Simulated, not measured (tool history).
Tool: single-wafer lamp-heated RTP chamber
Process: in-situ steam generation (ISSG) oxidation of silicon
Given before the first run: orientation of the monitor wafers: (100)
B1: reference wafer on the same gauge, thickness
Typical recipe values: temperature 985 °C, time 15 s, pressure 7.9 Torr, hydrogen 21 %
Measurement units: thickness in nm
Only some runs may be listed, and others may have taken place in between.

{"run": 1, "day": 0.0, "temperature": 985, "time": 15, "pressure": 7.9, "hydrogen": 21, "B1": 3.362, "thickness": 4.009}
{"run": 2, "day": 2.4, "temperature": 985, "time": 15, "pressure": 7.9, "hydrogen": 21, "B1": 3.361, "thickness": 4.029}
{"run": 3, "day": 5.6, "temperature": 985, "time": 15, "pressure": 7.9, "hydrogen": 21, "B1": 3.361, "thickness": 4.032}
{"day": 7.192, "done": "pyrometer window cleaned and pyrometer calibrated"}
{"run": 4, "day": 7.338, "temperature": 985, "time": 15, "pressure": 7.9, "hydrogen": 21, "B1": 3.358, "thickness": 4.018}
{"run": 5, "day": 10.292, "temperature": 985, "time": 19, "pressure": 7.9, "hydrogen": 21, "B1": 3.361, "thickness": 4.463}
{"run": 6, "day": 11.817, "temperature": 985, "time": 19, "pressure": 7.9, "hydrogen": 21, "B1": 3.358, "thickness": 4.437}
{"run": 7, "day": 13.342, "temperature": 985, "time": 19, "pressure": 7.9, "hydrogen": 21, "B1": 3.362, "thickness": 4.409}
{"run": 8, "day": 16.825, "temperature": 985, "time": 15, "pressure": 7.9, "hydrogen": 21, "B1": 3.361, "thickness": 4.01}
{"run": 9, "day": 19.396, "temperature": 985, "time": 15, "pressure": 7.9, "hydrogen": 21, "B1": 3.36, "thickness": 4.017}
{"run": 10, "day": 24.125, "temperature": 985, "time": 15, "pressure": 7.9, "hydrogen": 21, "B1": 3.36, "thickness": 4.039}
{"run": 11, "day": 25.925, "temperature": 997, "time": 15, "pressure": 7.9, "hydrogen": 21, "B1": 3.36, "thickness": 4.21}
{"day": 26.667, "done": "gauge calibrated"}
{"run": 12, "day": 29.317, "temperature": 997, "time": 15, "pressure": 7.9, "hydrogen": 21, "B1": 3.358, "thickness": 4.24}
{"day": 32.029, "done": "pyrometer window cleaned and pyrometer calibrated"}
{"run": 13, "day": 33.75, "temperature": 985, "time": 15, "pressure": 7.9, "hydrogen": 29, "B1": 3.359, "thickness": 4.325}
{"run": 14, "day": 37.392, "temperature": 967, "time": 17, "pressure": 6.9, "hydrogen": 14, "B1": 3.358, "thickness": 3.596}
{"day": 38.262, "done": "hydrogen flow controller replaced"}
{"run": 15, "day": 40.271, "temperature": 985, "time": 15, "pressure": 7.9, "hydrogen": 21, "B1": 3.36, "thickness": 4.021}
{"run": 16, "day": 43.867, "temperature": 985, "time": 15, "pressure": 8.4, "hydrogen": 16, "B1": 3.361, "thickness": 3.767}
{"run": 17, "day": 45.675, "temperature": 985, "time": 15, "pressure": 7.9, "hydrogen": 21, "B1": 3.36, "thickness": 4.015}
{"run": 18, "day": 49.462, "temperature": 985, "time": 18, "pressure": 7.9, "hydrogen": 21, "B1": 3.363, "thickness": 4.384}
{"day": 52.908, "done": "pressure gauge zeroed"}
{"run": 19, "day": 54.321, "temperature": 985, "time": 20, "pressure": 7.9, "hydrogen": 21, "B1": 3.359, "thickness": 4.633}
{"run": 20, "day": 56.692, "temperature": 985, "time": 15, "pressure": 7.9, "hydrogen": 21, "B1": 3.362, "thickness": 4.096}
{"day": 57.646, "done": "pyrometer window cleaned and pyrometer calibrated"}
{"run": 21, "day": 59.192, "temperature": 975, "time": 12, "pressure": 9.1, "hydrogen": 21, "B1": 3.358, "thickness": 3.517}
{"run": 22, "day": 61.8, "temperature": 985, "time": 15, "pressure": 7.9, "hydrogen": 21, "B1": 3.363, "thickness": 4.016}
{"run": 23, "day": 69.8, "temperature": 985, "time": 13, "pressure": 7.9, "hydrogen": 18, "B1": 3.36, "thickness": 3.622}
{"run": 24, "day": 74.058, "temperature": 985, "time": 15, "pressure": 7.9, "hydrogen": 21, "B1": 3.361, "thickness": 4.032}
{"run": 25, "day": 76.421, "temperature": 985, "time": 11, "pressure": 8.7, "hydrogen": 21, "B1": 3.358, "thickness": 3.567}
{"run": 26, "day": 78.308, "temperature": 994, "time": 15, "pressure": 7.9, "hydrogen": 15, "B1": 3.36, "thickness": 3.859}
{"run": 27, "day": 80.454, "temperature": 979, "time": 13, "pressure": 7.9, "hydrogen": 21, "B1": 3.362, "thickness": 3.749}

Give the tool's hidden conditions for every run:
true pressure minus gauge reading, Torr: 0 at every run
deviation of the hydrogen flow from its setpoint, %: 0 at every run
gauge reads high (%): 0 at every run
H1: true wafer temperature minus pyrometer reading, K
run=1 H1=3.13
run=2 H1=4.04
run=3 H1=5.45
run=4 H1=0.618
run=5 H1=0.718
run=6 H1=0.841
run=7 H1=1.01
run=8 H1=1.59
run=9 H1=2.17
run=10 H1=3.61
run=11 H1=4.28
run=12 H1=5.72
run=13 H1=0.162
run=14 H1=0.431
run=15 H1=0.84
run=16 H1=1.59
run=17 H1=2.07
run=18 H1=3.3
run=19 H1=5.31
run=20 H1=6.47
run=21 H1=0.724
run=22 H1=0.879
run=23 H1=2.24
run=24 H1=3.51
run=25 H1=4.37
run=26 H1=5.15
run=27 H1=6.12

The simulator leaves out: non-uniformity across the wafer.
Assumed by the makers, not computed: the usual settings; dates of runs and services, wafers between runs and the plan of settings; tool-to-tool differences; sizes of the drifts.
